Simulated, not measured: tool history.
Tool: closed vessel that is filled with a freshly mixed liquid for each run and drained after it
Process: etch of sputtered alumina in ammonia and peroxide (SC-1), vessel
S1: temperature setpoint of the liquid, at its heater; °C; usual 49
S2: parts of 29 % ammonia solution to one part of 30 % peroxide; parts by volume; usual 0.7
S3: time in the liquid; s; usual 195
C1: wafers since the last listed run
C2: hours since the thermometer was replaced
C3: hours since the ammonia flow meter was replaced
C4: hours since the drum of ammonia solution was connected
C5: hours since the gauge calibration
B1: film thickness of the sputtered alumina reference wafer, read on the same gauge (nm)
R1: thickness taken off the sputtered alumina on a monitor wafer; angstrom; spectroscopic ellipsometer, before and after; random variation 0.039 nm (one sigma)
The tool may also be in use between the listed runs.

Run 1, hour 0: usual settings but S2 0.85 parts by volume; C1 0; C2 2360.7; C3 473.6; C4 76.5; C5 65.2; B1 89.14. Result: R1 75.6 angstrom.
Run 2, hour 22.3: usual settings but S2 0.85 parts by volume; C1 2718; C2 2383; C3 495.9; C4 98.8; C5 87.5; B1 89.04. Result: R1 76.2 angstrom.
Run 3, hour 41.4: usual settings; C1 2328; C2 2402.1; C3 515; C4 117.9; C5 106.6; B1 88.91. Result: R1 74.8 angstrom.
Run 4, hour 61.1: usual settings; C1 2401; C2 2421.8; C3 534.7; C4 137.6; C5 126.3; B1 88.78. Result: R1 75.2 angstrom.
Run 5, hour 86.2: usual settings; C1 3059; C2 2446.9; C3 559.8; C4 162.7; C5 151.4; B1 88.68. Result: R1 74.9 angstrom.
Run 6, hour 109.6: usual settings; C1 2852; C2 2470.3; C3 583.2; C4 186.1; C5 174.8; B1 88.61. Result: R1 74.5 angstrom.
Run 7, hour 140: usual settings but S3 270 s; C1 3706; C2 2500.7; C3 613.6; C4 216.5; C5 205.2; B1 88.48. Result: R1 102.3 angstrom.
Run 8, hour 161: usual settings; C1 2560; C2 2521.7; C3 634.6; C4 237.5; C5 226.2; B1 88.46. Result: R1 74.8 angstrom.
Run 9, hour 184.6: usual settings; C1 2877; C2 2545.3; C3 658.2; C4 261.1; C5 249.8; B1 88.38. Result: R1 75 angstrom.
At hour 206.5: new drum of ammonia solution connected.
Run 10, hour 215.7: usual settings; C1 3669; C2 2576.4; C3 689.3; C4 9.2; C5 280.9; B1 88.37. Result: R1 74.4 angstrom.
Run 11, hour 233: usual settings; C1 2109; C2 2593.7; C3 706.6; C4 26.5; C5 298.2; B1 88.38. Result: R1 74.6 angstrom.
Run 12, hour 260.3: usual settings; C1 3328; C2 2621; C3 733.9; C4 53.8; C5 325.5; B1 88.25. Result: R1 74.7 angstrom.
Run 13, hour 295.2: usual settings; C1 4254; C2 2655.9; C3 768.8; C4 88.7; C5 360.4; B1 88.25. Result: R1 73.8 angstrom.
At hour 313.6: ammonia flow meter replaced.
Run 14, hour 321.6: usual settings; C1 3096; C2 2682.3; C3 8; C4 115.1; C5 386.8; B1 88.15. Result: R1 74.3 angstrom.
Run 15, hour 340.8: usual settings; C1 2340; C2 2701.5; C3 27.2; C4 134.3; C5 406; B1 88.17. Result: R1 74.3 angstrom.
Run 16, hour 360.9: usual settings; C1 2450; C2 2721.6; C3 47.3; C4 154.4; C5 426.1; B1 88.15. Result: R1 74.3 angstrom.
At hour 365.9: gauge calibrated.
Run 17, hour 388.2: usual settings but S1 52.5 °C; C1 3328; C2 2748.9; C3 74.6; C4 181.7; C5 22.3; B1 89.89. Result: R1 92 angstrom.
Run 18, hour 419.8: usual settings but S2 0.5 parts by volume, S3 280 s; C1 3852; C2 2780.5; C3 106.2; C4 213.3; C5 53.9; B1 89.69. Result: R1 105.5 angstrom.
Run 19, hour 447: usual settings but S1 41 °C, S2 1 parts by volume, S3 260 s; C1 3315; C2 2807.7; C3 133.4; C4 240.5; C5 81.1; B1 89.42. Result: R1 66.4 angstrom.
At hour 477: new drum of ammonia solution connected.
Run 20, hour 480.9: usual settings but S1 40.5 °C; C1 4010; C2 2841.6; C3 167.3; C4 3.9; C5 115; B1 89.23. Result: R1 46.4 angstrom.
At hour 505.6: thermometer replaced.
Run 21, hour 512.6: usual settings but S3 125 s; C1 3742; C2 7; C3 199; C4 35.6; C5 146.7; B1 89.09. Result: R1 47.7 angstrom.
Run 22, hour 540: usual settings but S3 295 s; C1 3340; C2 34.4; C3 226.4; C4 63; C5 174.1; B1 88.97. Result: R1 113 angstrom.
Run 23, hour 566.8: usual settings but S2 0.55 parts by volume, S3 250 s; C1 3267; C2 61.2; C3 253.2; C4 89.8; C5 200.9; B1 88.9. Result: R1 93.1 angstrom.
Run 24, hour 598.3: usual settings but S3 130 s; C1 3840; C2 92.7; C3 284.7; C4 121.3; C5 232.4; B1 88.81. Result: R1 49.8 angstrom.
Run 25, hour 612.6: usual settings; C1 1743; C2 107; C3 299; C4 135.6; C5 246.7; B1 88.74. Result: R1 74.5 angstrom.
Run 26, hour 630.8: usual settings; C1 2218; C2 125.2; C3 317.2; C4 153.8; C5 264.9; B1 88.73. Result: R1 74.5 angstrom.
Run 27, hour 661: usual settings; C1 3681; C2 155.4; C3 347.4; C4 184; C5 295.1; B1 88.66. Result: R1 74.7 angstrom.
Run 28, hour 689.4: usual settings but S1 45.5 °C, S2 0.5 parts by volume, S3 150 s; C1 3462; C2 183.8; C3 375.8; C4 212.4; C5 323.5; B1 88.6. Result: R1 45.9 angstrom.

Hidden state or all else? Some run-to-run changes of R1, split into what the settings, what came in and random variation would give without the hidden state, and what is left for the hidden state (with any gauge scatter that isn't in both results):
The hidden state here: liquid hotter than its thermometer reads (K); ammonia flow above the setpoint (%); ammonia solution weaker than its label (%); gauge reads high (%).
Run 16 -> 17: S1 49 -> 52.5, gauge calibrated. R1 +17.7 angstrom: hidden state +1.5, all else +16.2.
Run 21 -> 22: S3 125 -> 295. R1 +65.3 angstrom: hidden state -0.8, all else +66.1.
Run 23 -> 24: S2 0.55 -> 0.7, S3 250 -> 130. R1 -43.3 angstrom: hidden state +0.4, all else -43.7.
